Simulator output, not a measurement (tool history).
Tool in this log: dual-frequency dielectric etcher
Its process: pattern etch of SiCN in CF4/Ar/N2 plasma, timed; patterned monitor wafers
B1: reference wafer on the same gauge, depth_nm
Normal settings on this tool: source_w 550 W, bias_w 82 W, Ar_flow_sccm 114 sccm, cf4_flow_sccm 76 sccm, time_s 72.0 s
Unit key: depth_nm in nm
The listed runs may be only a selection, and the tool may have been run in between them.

run 1 hour=0.0 | source_w=550 bias_w=73 Ar_flow_sccm=114 cf4_flow_sccm=76 time_s=72.0 | B1=82.3 | depth_nm=78.6
-- hour=7.3 Ar flow controller replaced
run 2 hour=9.4 | source_w=550 bias_w=82 Ar_flow_sccm=114 cf4_flow_sccm=76 time_s=72.0 | B1=82.2 | depth_nm=83.9
run 3 hour=15.9 | source_w=550 bias_w=82 Ar_flow_sccm=114 cf4_flow_sccm=76 time_s=72.0 | B1=82.5 | depth_nm=83.1
-- hour=41.4 wet clean of the chamber
run 4 hour=41.9 | source_w=550 bias_w=82 Ar_flow_sccm=114 cf4_flow_sccm=76 time_s=72.0 | B1=82.5 | depth_nm=81.8
-- hour=45.1 gauge calibrated
run 5 hour=71.1 | source_w=550 bias_w=94 Ar_flow_sccm=105 cf4_flow_sccm=70 time_s=56.5 | B1=82.3 | depth_nm=67.7
run 6 hour=84.4 | source_w=550 bias_w=94 Ar_flow_sccm=114 cf4_flow_sccm=76 time_s=72.0 | B1=82.4 | depth_nm=86.3
run 7 hour=99.6 | source_w=550 bias_w=82 Ar_flow_sccm=114 cf4_flow_sccm=76 time_s=64.5 | B1=82.6 | depth_nm=72.9
run 8 hour=116.4 | source_w=550 bias_w=82 Ar_flow_sccm=99 cf4_flow_sccm=76 time_s=59.5 | B1=82.3 | depth_nm=67.3
-- hour=125.7 source power generator calibrated
-- hour=143.0 wet clean of the chamber, repeated, since the last time left the tool worse
run 9 hour=143.5 | source_w=550 bias_w=82 Ar_flow_sccm=114 cf4_flow_sccm=76 time_s=86.5 | B1=82.5 | depth_nm=101.8
run 10 hour=151.1 | source_w=550 bias_w=82 Ar_flow_sccm=114 cf4_flow_sccm=76 time_s=72.0 | B1=82.1 | depth_nm=85.6
-- hour=188.4 upper electrode replaced
run 11 hour=188.9 | source_w=550 bias_w=66 Ar_flow_sccm=130 cf4_flow_sccm=76 time_s=88.5 | B1=82.4 | depth_nm=93.2
run 12 hour=189.3 | source_w=650 bias_w=82 Ar_flow_sccm=140 cf4_flow_sccm=70 time_s=65.0 | B1=82.3 | depth_nm=85.2
run 13 hour=201.7 | source_w=550 bias_w=82 Ar_flow_sccm=99 cf4_flow_sccm=59 time_s=72.0 | B1=82.3 | depth_nm=84.5
-- hour=205.8 bias power generator calibrated
run 14 hour=211.8 | source_w=550 bias_w=82 Ar_flow_sccm=114 cf4_flow_sccm=65 time_s=72.0 | B1=82.3 | depth_nm=84.0
run 15 hour=220.2 | source_w=600 bias_w=82 Ar_flow_sccm=114 cf4_flow_sccm=70 time_s=57.5 | B1=82.6 | depth_nm=71.6
run 16 hour=237.9 | source_w=550 bias_w=82 Ar_flow_sccm=135 cf4_flow_sccm=76 time_s=92.0 | B1=82.6 | depth_nm=107.0
run 17 hour=244.3 | source_w=550 bias_w=66 Ar_flow_sccm=114 cf4_flow_sccm=86 time_s=85.5 | B1=82.2 | depth_nm=90.7
run 18 hour=254.8 | source_w=550 bias_w=82 Ar_flow_sccm=114 cf4_flow_sccm=76 time_s=72.0 | B1=82.8 | depth_nm=84.8
run 19 hour=272.5 | source_w=550 bias_w=82 Ar_flow_sccm=99 cf4_flow_sccm=76 time_s=59.5 | B1=82.5 | depth_nm=71.2
run 20 hour=289.2 | source_w=550 bias_w=82 Ar_flow_sccm=114 cf4_flow_sccm=76 time_s=72.0 | B1=82.6 | depth_nm=84.6
run 21 hour=300.1 | source_w=550 bias_w=67 Ar_flow_sccm=98 cf4_flow_sccm=76 time_s=72.0 | B1=82.6 | depth_nm=77.5
run 22 hour=307.9 | source_w=550 bias_w=82 Ar_flow_sccm=114 cf4_flow_sccm=76 time_s=65.0 | B1=82.7 | depth_nm=76.5

Had the tool no unlogged condition, and each run kept its random variation, what would the results have been?
Hidden state at play: etch rate over this chamber's usual, %; source power that arrives over what is set, %; bias power that arrives over what is set, %; Ar flow that arrives over what is set, %; CF4 flow that arrives over what is set, %; gauge reads high (%).
run=1 depth_nm=80.7
run=2 depth_nm=86.2
run=3 depth_nm=85.5
run=4 depth_nm=86.4
run=5 depth_nm=71.7
run=6 depth_nm=91.5
run=7 depth_nm=77.3
run=8 depth_nm=71.5
run=9 depth_nm=101.7
run=10 depth_nm=85.6
run=11 depth_nm=93.5
run=12 depth_nm=85.4
run=13 depth_nm=84.9
run=14 depth_nm=84.4
run=15 depth_nm=72.0
run=16 depth_nm=107.6
run=17 depth_nm=91.4
run=18 depth_nm=85.4
run=19 depth_nm=71.8
run=20 depth_nm=85.4
run=21 depth_nm=78.4
run=22 depth_nm=77.4

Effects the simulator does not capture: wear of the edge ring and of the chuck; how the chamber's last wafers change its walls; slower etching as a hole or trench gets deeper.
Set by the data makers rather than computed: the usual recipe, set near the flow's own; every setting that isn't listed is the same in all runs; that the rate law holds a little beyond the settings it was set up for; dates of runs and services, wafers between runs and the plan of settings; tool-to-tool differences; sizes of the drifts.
